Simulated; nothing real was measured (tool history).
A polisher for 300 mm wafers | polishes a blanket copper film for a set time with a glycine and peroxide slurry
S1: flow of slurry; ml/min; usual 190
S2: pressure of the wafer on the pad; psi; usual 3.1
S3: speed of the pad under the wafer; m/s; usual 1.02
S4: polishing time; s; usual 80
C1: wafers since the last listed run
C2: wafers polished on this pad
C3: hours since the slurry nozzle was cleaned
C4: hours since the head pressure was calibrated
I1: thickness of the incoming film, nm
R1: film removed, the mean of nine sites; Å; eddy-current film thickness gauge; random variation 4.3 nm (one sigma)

Run 1, hour 0.0: usual settings; C1 0; C2 302; C3 72.1; C4 54.7; I1 2223.8. Result: R1 5014 Å.
Run 2, hour 37.4: usual settings; C1 259; C2 562; C3 109.5; C4 92.1; I1 2261.0. Result: R1 5060 Å.
Run 3, hour 85.4: usual settings; C1 333; C2 895; C3 157.5; C4 140.1; I1 2262.9. Result: R1 5023 Å.
Run 4, hour 140.8: usual settings but S3 0.80 m/s; C1 385; C2 1280; C3 212.9; C4 195.5; I1 2269.5. Result: R1 4255 Å.
At hour 163.4: worn pad replaced by a new one.
Run 5, hour 171.5: usual settings but S3 0.80 m/s; C1 185; C2 56; C3 243.6; C4 226.2; I1 2297.9. Result: R1 4252 Å.
Run 6, hour 197.6: usual settings but S3 0.80 m/s; C1 181; C2 237; C3 269.7; C4 252.3; I1 2273.0. Result: R1 4277 Å.
Run 7, hour 238.4: usual settings but S3 1.28 m/s; C1 283; C2 521; C3 310.5; C4 293.1; I1 2240.2. Result: R1 6017 Å.
At hour 252.0: head pressure recalibrated.
Run 8, hour 304.2: usual settings but S3 1.28 m/s; C1 443; C2 964; C3 376.3; C4 52.2; I1 2239.7. Result: R1 5892 Å.
Run 9, hour 342.2: usual settings but S3 1.14 m/s; C1 264; C2 1229; C3 414.3; C4 90.2; I1 2277.9. Result: R1 5487 Å.
At hour 393.8: worn pad replaced by a new one.
Run 10, hour 411.1: usual settings but S2 3.9 psi; C1 451; C2 120; C3 483.2; C4 159.1; I1 2293.6. Result: R1 6123 Å.
Run 11, hour 477.1: usual settings but S2 2.6 psi; C1 458; C2 579; C3 549.2; C4 225.1; I1 2250.2. Result: R1 4398 Å.
Run 12, hour 539.8: usual settings but S3 0.88 m/s, S4 59 s; C1 435; C2 1014; C3 611.9; C4 287.8; I1 2264.6. Result: R1 3321 Å.
At hour 552.8: head pressure recalibrated.
At hour 592.1: worn pad replaced by a new one.
Run 13, hour 596.0: usual settings but S3 1.28 m/s; C1 348; C2 27; C3 668.1; C4 43.2; I1 2243.6. Result: R1 5974 Å.
At hour 608.1: slurry nozzle cleaned.
Run 14, hour 621.7: usual settings but S1 160 ml/min, S2 2.0 psi, S3 0.80 m/s, S4 66 s; C1 171; C2 199; C3 13.6; C4 68.9; I1 2286.8. Result: R1 2436 Å.
Run 15, hour 674.3: usual settings; C1 365; C2 564; C3 66.2; C4 121.5; I1 2265.3. Result: R1 5074 Å.
Run 16, hour 716.7: usual settings but S1 225 ml/min, S2 3.8 psi, S3 0.74 m/s, S4 99 s; C1 294; C2 859; C3 108.6; C4 163.9; I1 2266.1. Result: R1 6088 Å.
Run 17, hour 755.6: usual settings but S2 2.8 psi, S3 1.36 m/s, S4 100 s; C1 270; C2 1129; C3 147.5; C4 202.8; I1 2252.7. Result: R1 7208 Å.
At hour 791.7: worn pad replaced by a new one.
Run 18, hour 792.2: usual settings but S1 130 ml/min, S4 92 s; C1 226; C2 3; C3 184.1; C4 239.4; I1 2285.5. Result: R1 5374 Å.
Run 19, hour 826.9: usual settings; C1 241; C2 244; C3 218.8; C4 274.1; I1 2262.8. Result: R1 5111 Å.
At hour 857.2: head pressure recalibrated.
Run 20, hour 887.1: usual settings but S1 225 ml/min, S4 64 s; C1 404; C2 649; C3 279.0; C4 29.9; I1 2248.3. Result: R1 4147 Å.
Run 21, hour 951.6: usual settings but S1 205 ml/min, S2 2.3 psi, S3 1.30 m/s; C1 448; C2 1097; C3 343.5; C4 94.4; I1 2247.1. Result: R1 4747 Å.
At hour 1004.2: worn pad replaced by a new one.
Run 22, hour 1010.9: usual settings but S1 215 ml/min, S3 0.90 m/s; C1 384; C2 46; C3 402.8; C4 153.7; I1 2280.1. Result: R1 4651 Å.
Run 23, hour 1038.4: usual settings but S1 175 ml/min, S2 2.3 psi, S3 0.70 m/s; C1 191; C2 237; C3 430.3; C4 181.2; I1 2248.3. Result: R1 3115 Å.

5 ways to go on from here, each from the tool as it stands after run 23. What would each give?
Run A, hour 1038.8: usual settings; C1 2; C2 240; C3 430.7; C4 181.6; I1 2260.6. Result: R1 ?.
Run B, hour 1038.8: usual settings but S3 1.34 m/s, S4 90 s; C1 2; C2 240; C3 430.7; C4 181.6; I1 2260.6. Result: R1 ?.
Run C, hour 1038.8: usual settings but S1 130 ml/min, S2 2.5 psi, S3 0.72 m/s, S4 99 s; C1 2; C2 240; C3 430.7; C4 181.6; I1 2260.6. Result: R1 ?.
Run D, hour 1038.8: usual settings but S2 2.0 psi; C1 2; C2 240; C3 430.7; C4 181.6; I1 2260.6. Result: R1 ?.
Run E, hour 1038.8: usual settings but S4 59 s; C1 2; C2 240; C3 430.7; C4 181.6; I1 2260.6. Result: R1 ?.

run    R1
  A  5137
  B  7058
  C  3970
  D  3602
  E  3789
Without the tool's hidden state the same runs would have given:
run    R1
  A  5137
  B  7058
  C  3970
  D  3602
  E  3789
